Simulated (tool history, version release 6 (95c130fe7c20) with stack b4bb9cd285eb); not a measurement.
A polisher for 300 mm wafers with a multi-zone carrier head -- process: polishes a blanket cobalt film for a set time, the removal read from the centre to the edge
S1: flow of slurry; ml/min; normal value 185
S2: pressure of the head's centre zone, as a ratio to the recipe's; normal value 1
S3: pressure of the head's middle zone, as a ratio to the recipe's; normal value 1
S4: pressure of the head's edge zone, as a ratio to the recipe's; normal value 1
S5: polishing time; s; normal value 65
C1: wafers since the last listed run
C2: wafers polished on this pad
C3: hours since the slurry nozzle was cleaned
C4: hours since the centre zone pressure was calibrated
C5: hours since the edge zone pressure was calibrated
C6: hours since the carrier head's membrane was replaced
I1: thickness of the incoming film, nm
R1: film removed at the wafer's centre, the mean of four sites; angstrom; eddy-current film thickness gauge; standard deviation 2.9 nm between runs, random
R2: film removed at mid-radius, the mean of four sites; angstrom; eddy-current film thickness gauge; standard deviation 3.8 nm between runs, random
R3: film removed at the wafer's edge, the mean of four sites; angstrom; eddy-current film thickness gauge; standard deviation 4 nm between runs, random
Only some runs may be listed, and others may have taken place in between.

run,hour,S1,S2,S3,S4,S5,C1,C2,C3,C4,C5,C6,I1,R1,R2,R3
1,0,185,1,1,0.93,65,0,2587,745.3,363.8,128.5,541.1,1005.9,2931,2904,2859
# hour 3.3: slurry nozzle cleaned
2,86.6,185,1,1,0.93,65,887,3474,83.3,450.4,215.1,627.7,1004.7,2938,2957,2829
3,178.2,185,1,1,1,65,949,4424,174.9,542,306.7,719.3,1008.6,2864,2914,2905
# hour 296.1: worn pad replaced by a new one
4,370,185,1,1,1.04,65,1947,766,366.7,733.8,498.5,911.1,1004.9,2845,2959,3014
5,409.8,185,1,1,1.04,65,412,1179,406.5,773.6,538.3,950.9,1035.5,2782,2924,2921
# hour 428.7: edge zone pressure recalibrated
6,512.5,185,1,1,1.04,65,1044,2223,509.2,876.3,83.8,1053.6,1012.3,2801,2918,3001
7,555.5,185,1,1,1,65,445,2669,552.2,919.3,126.8,1096.6,1023.4,2864,2874,2903
8,619.6,185,1,1,1,65,664,3334,616.3,983.4,190.9,1160.7,1011.6,2800,2972,2842
# hour 630.5: carrier head's membrane replaced by a new one
9,713.3,165,1.03,1,1,47,919,4254,710,1077.1,284.6,82.8,1007.5,2014,2095,2024
# hour 755.6: slurry nozzle cleaned
10,761.3,250,1,1,1.07,65,487,4741,5.7,1125.1,332.6,130.8,1017.7,2963,3050,3030
11,867.5,205,1,1,0.92,65,1101,5842,111.9,1231.3,438.8,237,1021.9,2785,2940,2910
# hour 880.3: worn pad replaced by a new one
# hour 881.2: edge zone pressure recalibrated
12,956.7,140,1,1,0.9,65,873,782,201.1,1320.5,75.5,326.2,1027,2580,2748,2718
13,1239.5,185,0.91,1.1,1.05,74,2932,3715,483.9,1603.3,358.3,609,1018,2801,3532,3384
# hour 1274.1: centre zone pressure recalibrated
# hour 1321.4: edge zone pressure recalibrated
14,1321.9,185,1,1,1,74,813,4528,566.3,47.8,0.5,691.4,1015.1,3357,3337,3327
15,1361.2,185,1,1.05,1,65,407,4936,605.6,87.1,39.8,730.7,1021.7,2909,2963,2891
# hour 1405.5: worn pad replaced by a new one
16,1428.2,210,1,0.96,1,65,653,235,672.6,154.1,106.8,797.7,1030.2,2912,2847,3003
17,1515.4,185,1,1.11,1.11,59,904,1139,759.8,241.3,194,884.9,1036.2,2608,2817,2735
18,1622.8,185,1,1,1,65,1113,2253,867.2,348.7,301.4,992.3,1015.5,2832,2888,2899
# hour 1651.2: slurry nozzle cleaned
19,1725.1,185,1,1.05,1,81,1050,3304,73.9,451,403.7,1094.6,1015.3,3566,3771,3617
20,1794.2,185,1,1,1.04,65,716,4020,143,520.1,472.8,1163.7,1021.2,2822,2930,3009
# hour 1837.8: edge zone pressure recalibrated
21,1901,140,1,1,0.9,65,1086,5107,249.8,626.9,63.2,1270.5,1028.6,2596,2739,2678

Measured less the same run without the tool's hidden state. The same run-to-run variation is in both; the gauge's scatter may not be:
Hidden conditions of the tool in this case: removal rate lost through wear of the pad, %; slurry flow missing at the pad, %; deviation of the centre zone's pressure from its setpoint, %; deviation of the edge zone's pressure from its setpoint, %.
run,R1
1,-49
2,-65
3,-79
4,-113
5,-117
6,-137
7,-148
8,-156
9,-125
10,-193
11,-202
12,-203
13,-279
14,-57
15,-56
16,-69
17,-76
18,-101
19,-151
20,-132
21,-139
R2: differs from the measured result by no more than 2 angstrom in any run.
R3: 0 in every run.

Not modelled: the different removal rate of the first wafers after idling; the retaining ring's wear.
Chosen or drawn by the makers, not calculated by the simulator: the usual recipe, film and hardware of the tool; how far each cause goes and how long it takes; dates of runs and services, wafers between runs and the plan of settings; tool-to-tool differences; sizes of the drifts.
